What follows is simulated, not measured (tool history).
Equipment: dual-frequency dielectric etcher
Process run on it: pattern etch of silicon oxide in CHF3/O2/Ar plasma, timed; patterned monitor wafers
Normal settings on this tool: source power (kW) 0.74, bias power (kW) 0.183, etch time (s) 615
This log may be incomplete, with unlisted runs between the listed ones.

run,hour,source power (kW),bias power (kW),etch time (s),wafers since the last listed run,hours since the last wet clean,hours since the last source power generator calibration,hours since the last bias power generator calibration,hours since the last upper electrode change,hours since the gauge calibration,"read-back reference wafer on the same gauge, depth_nm",mean etch depth across the wafer (Å)
1,0,0.74,0.183,615,0,368,1538.8,2513.4,3516,206.1,1499.4,13641
2,26.8,0.74,0.2,615,49,394.8,1565.6,2540.2,3542.8,232.9,1499.8,14214
# hour 39: gauge calibrated
3,43.8,0.74,0.2,615,31,411.8,1582.6,2557.2,3559.8,4.8,1499.5,14243
4,77.4,0.74,0.217,615,61,445.4,1616.2,2590.8,3593.4,38.4,1500.2,14735
5,107.7,0.74,0.217,615,55,475.7,1646.5,2621.1,3623.7,68.7,1499.9,14802
6,125.5,0.74,0.217,615,32,493.5,1664.3,2638.9,3641.5,86.5,1500.4,14745
7,142.4,0.74,0.203,615,31,510.4,1681.2,2655.8,3658.4,103.4,1499.9,14301
8,172.6,0.74,0.203,615,55,540.6,1711.4,2686,3688.6,133.6,1500.2,14312
9,195.9,0.9,0.183,615,42,563.9,1734.7,2709.3,3711.9,156.9,1499.7,14653
# hour 210.3: source power generator calibrated
10,211.8,0.63,0.183,615,21,579.8,1.5,2725.2,3727.8,172.8,1499.8,12742
# hour 265.1: wet clean of the chamber
11,265.6,0.74,0.183,615,54,0.5,55.3,2779,3781.6,226.6,1500.1,13797
12,271.3,0.74,0.183,615,10,6.2,61,2784.7,3787.3,232.3,1501.1,13777
# hour 294.3: bias power generator calibrated
# hour 305.6: gauge calibrated
# hour 306.9: upper electrode replaced
13,307.4,0.89,0.152,757,35,42.3,97.1,13.1,0.5,1.8,1499.5,16702
14,327.7,0.83,0.183,772,37,62.6,117.4,33.4,20.8,22.1,1500.2,18094
15,343.1,0.74,0.183,615,28,78,132.8,48.8,36.2,37.5,1500.3,13736
16,371,0.59,0.223,714.5,51,105.9,160.7,76.7,64.1,65.4,1499.7,16003
17,388.6,0.56,0.228,457,32,123.5,178.3,94.3,81.7,83,1499.4,10140

For each entry between runs, how does the tool's hidden state at the last listed run before it compare with that at the first listed run after it?
Run 2 -> run 3: gauge calibrated (hour 39)
  etch rate over this chamber's usual, %: -0.812 -> -0.849
  measured result minus the result with no hidden state, mean etch depth across the wafer (Å): -116 -> -121
Run 9 -> run 10: source power generator calibrated (hour 210.3)
  etch rate over this chamber's usual, %: -1.17 -> -1.21
  measured result minus the result with no hidden state, mean etch depth across the wafer (Å): -174 -> -156
Run 10 -> run 11: wet clean of the chamber (hour 265.1)
  etch rate over this chamber's usual, %: -1.21 -> 0.0694
  measured result minus the result with no hidden state, mean etch depth across the wafer (Å): -156 -> +10
Run 12 -> run 13: bias power generator calibrated (hour 294.3); gauge calibrated (hour 305.6); upper electrode replaced (hour 306.9)
  etch rate over this chamber's usual, %: 0.0572 -> -0.0201
  measured result minus the result with no hidden state, mean etch depth across the wafer (Å): +8 -> -4
